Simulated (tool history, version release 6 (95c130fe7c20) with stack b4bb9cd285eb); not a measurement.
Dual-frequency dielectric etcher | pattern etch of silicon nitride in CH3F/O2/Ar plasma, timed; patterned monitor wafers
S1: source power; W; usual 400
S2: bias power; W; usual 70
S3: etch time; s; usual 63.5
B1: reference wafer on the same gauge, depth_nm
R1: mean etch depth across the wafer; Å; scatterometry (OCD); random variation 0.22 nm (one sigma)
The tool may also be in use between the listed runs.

| run | day | S1 | S2 | S3 | B1 | R1 |
|---|---|---|---|---|---|---|
| 1 | 0.000 | 400 | 70 | 63.5 | 55.86 | 478.2 |
| 2 | 1.929 | 400 | 70 | 63.5 | 55.83 | 476.9 |
| 3 | 3.642 | 400 | 70 | 63.5 | 55.77 | 472.1 |
|  | 7.346 | bias power generator calibrated |
| 4 | 7.762 | 400 | 60 | 63.5 | 55.86 | 454.5 |
| 5 | 9.425 | 400 | 60 | 63.5 | 55.82 | 455.3 |
| 6 | 11.629 | 400 | 60 | 63.5 | 55.83 | 453.8 |
|  | 13.588 | gauge calibrated |
| 7 | 13.975 | 400 | 70 | 63.5 | 55.79 | 476.4 |
| 8 | 15.458 | 400 | 70 | 63.5 | 55.78 | 474.9 |
|  | 17.588 | wet clean of the chamber |
| 9 | 17.608 | 400 | 70 | 63.5 | 55.79 | 474.1 |
| 10 | 19.788 | 400 | 84 | 63.5 | 55.77 | 507.2 |
|  | 21.200 | upper electrode replaced |
| 11 | 22.333 | 320 | 78 | 50.5 | 55.75 | 363.1 |
| 12 | 24.642 | 400 | 53 | 69.5 | 55.84 | 478.0 |
| 13 | 27.229 | 400 | 60 | 48.5 | 55.87 | 346.2 |
| 14 | 28.833 | 450 | 70 | 63.5 | 55.80 | 495.0 |
| 15 | 30.008 | 450 | 58 | 63.5 | 55.78 | 468.2 |
| 16 | 32.038 | 400 | 70 | 63.5 | 55.84 | 475.0 |
| 17 | 34.108 | 440 | 57 | 73.0 | 55.88 | 528.9 |
| 18 | 36.262 | 400 | 70 | 70.5 | 55.77 | 529.7 |
|  | 36.658 | source power generator calibrated |
| 19 | 38.229 | 320 | 78 | 50.5 | 55.89 | 368.3 |
|  | 40.617 | wet clean of the chamber |
| 20 | 40.638 | 400 | 70 | 63.5 | 55.83 | 479.4 |
| 21 | 42.662 | 350 | 86 | 73.0 | 55.82 | 558.8 |
| 22 | 45.450 | 360 | 87 | 80.5 | 55.79 | 623.8 |
| 23 | 47.025 | 400 | 81 | 63.5 | 55.75 | 501.3 |
| 24 | 48.979 | 400 | 63 | 72.0 | 55.84 | 521.7 |
| 25 | 50.079 | 400 | 88 | 63.5 | 55.83 | 515.0 |
| 26 | 52.629 | 400 | 70 | 63.5 | 55.83 | 477.4 |
| 27 | 55.912 | 310 | 70 | 79.5 | 55.83 | 544.6 |
| 28 | 57.958 | 350 | 70 | 63.5 | 55.80 | 458.7 |
|  | 60.571 | wet clean of the chamber |
| 29 | 60.808 | 340 | 59 | 63.5 | 55.72 | 429.1 |

What the log doesn't show, run by run:
etch rate over this chamber's usual, %: 0 in every run
source power that arrives over what is set, %: 0 in every run
bias power that arrives over what is set, %: 0 in every run
gauge reads high (%): 0 in every run
